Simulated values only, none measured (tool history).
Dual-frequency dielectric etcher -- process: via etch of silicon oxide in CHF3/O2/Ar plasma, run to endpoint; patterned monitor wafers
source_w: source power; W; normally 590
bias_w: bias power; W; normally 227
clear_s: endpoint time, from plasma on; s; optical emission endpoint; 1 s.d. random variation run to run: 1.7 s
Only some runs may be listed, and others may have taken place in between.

| run | day | source_w | bias_w | wafers since the last listed run | hours since the last wet clean | hours since the last source power generator calibration | hours since the last bias power generator calibration | hours since the last upper electrode change | incoming incoming film thickness, nm | clear_s |
|---|---|---|---|---|---|---|---|---|---|---|
| 1 | 0.000 | 590 | 227 | 0 | 16.0 | 1558.6 | 1311.7 | 2067.4 | 590.2 | 280.1 |
| 2 | 2.054 | 660 | 202 | 246 | 65.3 | 1607.9 | 1361.0 | 2116.7 | 594.9 | 283.3 |
| 3 | 3.792 | 590 | 227 | 208 | 107.0 | 1649.6 | 1402.7 | 2158.4 | 587.0 | 277.3 |
| 4 | 5.621 | 590 | 227 | 219 | 150.9 | 1693.5 | 1446.6 | 2202.3 | 586.7 | 276.7 |
|  | 6.971 | upper electrode replaced |
| 5 | 8.104 | 590 | 227 | 178 | 210.5 | 1753.1 | 1506.2 | 27.2 | 585.6 | 274.7 |
| 6 | 13.233 | 590 | 182 | 616 | 333.6 | 1876.2 | 1629.3 | 150.3 | 592.0 | 293.3 |
| 7 | 14.771 | 590 | 182 | 184 | 370.5 | 1913.1 | 1666.2 | 187.2 | 585.9 | 292.1 |
| 8 | 17.300 | 620 | 227 | 304 | 431.2 | 1973.8 | 1726.9 | 247.9 | 586.5 | 268.0 |
| 9 | 18.992 | 660 | 243 | 203 | 471.8 | 2014.4 | 1767.5 | 288.5 | 589.6 | 261.2 |
|  | 20.283 | wet clean of the chamber |
|  | 21.450 | bias power generator calibrated |
| 10 | 21.512 | 660 | 227 | 162 | 29.5 | 2074.9 | 1.5 | 349.0 | 591.6 | 273.9 |
| 11 | 23.025 | 550 | 227 | 181 | 65.8 | 2111.2 | 37.8 | 385.3 | 592.6 | 287.4 |
| 12 | 24.167 | 590 | 191 | 137 | 93.2 | 2138.6 | 65.2 | 412.7 | 589.7 | 296.7 |
| 13 | 25.754 | 650 | 170 | 190 | 131.3 | 2176.7 | 103.3 | 450.8 | 585.4 | 293.8 |
|  | 26.633 | source power generator calibrated |
| 14 | 27.571 | 590 | 227 | 198 | 174.9 | 22.5 | 146.9 | 494.4 | 589.2 | 279.0 |
| 15 | 30.012 | 640 | 211 | 293 | 233.5 | 81.1 | 205.5 | 553.0 | 592.8 | 280.8 |
| 16 | 32.279 | 590 | 227 | 272 | 287.9 | 135.5 | 259.9 | 607.4 | 589.8 | 277.0 |
| 17 | 34.283 | 590 | 206 | 240 | 336.0 | 183.6 | 308.0 | 655.5 | 595.2 | 288.4 |
| 18 | 37.167 | 690 | 212 | 346 | 405.2 | 252.8 | 377.2 | 724.7 | 590.8 | 270.4 |
|  | 39.512 | wet clean of the chamber |
| 19 | 40.154 | 670 | 227 | 238 | 15.4 | 324.5 | 448.9 | 796.4 | 600.2 | 279.3 |
| 20 | 42.250 | 590 | 227 | 251 | 65.7 | 374.8 | 499.2 | 846.7 | 583.7 | 278.3 |
| 21 | 44.983 | 660 | 280 | 328 | 131.3 | 440.4 | 564.8 | 912.3 | 589.4 | 254.7 |
| 22 | 46.954 | 510 | 179 | 236 | 178.6 | 487.7 | 612.1 | 959.6 | 588.7 | 311.1 |
| 23 | 49.238 | 440 | 227 | 274 | 233.4 | 542.5 | 666.9 | 1014.4 | 588.8 | 293.8 |
| 24 | 51.967 | 640 | 211 | 328 | 298.9 | 608.0 | 732.4 | 1079.9 | 594.6 | 281.3 |
| 25 | 53.712 | 520 | 248 | 209 | 340.8 | 649.9 | 774.3 | 1121.8 | 588.1 | 276.3 |
| 26 | 56.533 | 710 | 209 | 339 | 408.5 | 717.6 | 842.0 | 1189.5 | 592.5 | 271.1 |
|  | 57.704 | wet clean of the chamber |
| 27 | 59.029 | 670 | 263 | 179 | 31.8 | 777.5 | 901.9 | 1249.4 | 590.8 | 259.3 |
| 28 | 63.004 | 450 | 273 | 477 | 127.2 | 872.9 | 997.3 | 1344.8 | 592.3 | 282.4 |
| 29 | 67.179 | 450 | 227 | 501 | 227.4 | 973.1 | 1097.5 | 1445.0 | 591.9 | 293.1 |
| 30 | 69.621 | 730 | 227 | 293 | 286.0 | 1031.7 | 1156.1 | 1503.6 | 591.7 | 264.4 |
| 31 | 72.383 | 720 | 264 | 332 | 352.3 | 1098.0 | 1222.4 | 1569.9 | 585.7 | 249.7 |
| 32 | 74.067 | 590 | 284 | 202 | 392.7 | 1138.4 | 1262.8 | 1610.3 | 595.2 | 259.5 |
|  | 76.333 | wet clean of the chamber |
| 33 | 76.938 | 590 | 227 | 224 | 14.5 | 1207.3 | 1331.7 | 1679.2 | 583.1 | 276.9 |
| 34 | 79.188 | 590 | 227 | 270 | 68.5 | 1261.3 | 1385.7 | 1733.2 | 589.9 | 279.0 |

Branching from run 34: 5 alternative next runs. What would each branch give?
| A | 79.208 | 690 | 227 | 2 | 69.0 | 1261.8 | 1386.2 | 1733.7 | 583.2 | ? |
| B | 79.208 | 510 | 227 | 2 | 69.0 | 1261.8 | 1386.2 | 1733.7 | 583.2 | ? |
| C | 79.208 | 670 | 267 | 2 | 69.0 | 1261.8 | 1386.2 | 1733.7 | 583.2 | ? |
| D | 79.208 | 720 | 227 | 2 | 69.0 | 1261.8 | 1386.2 | 1733.7 | 583.2 | ? |
| E | 79.208 | 590 | 187 | 2 | 69.0 | 1261.8 | 1386.2 | 1733.7 | 583.2 | ? |

| run | clear_s |
|---|---|
| A | 265.4 |
| B | 283.5 |
| C | 253.9 |
| D | 262.7 |
| E | 291.3 |
The same runs, with their run-to-run variation unchanged, on a tool lacking any hidden condition would have given:
| run | clear_s |
|---|---|
| A | 267.4 |
| B | 285.7 |
| C | 255.9 |
| D | 264.8 |
| E | 293.6 |

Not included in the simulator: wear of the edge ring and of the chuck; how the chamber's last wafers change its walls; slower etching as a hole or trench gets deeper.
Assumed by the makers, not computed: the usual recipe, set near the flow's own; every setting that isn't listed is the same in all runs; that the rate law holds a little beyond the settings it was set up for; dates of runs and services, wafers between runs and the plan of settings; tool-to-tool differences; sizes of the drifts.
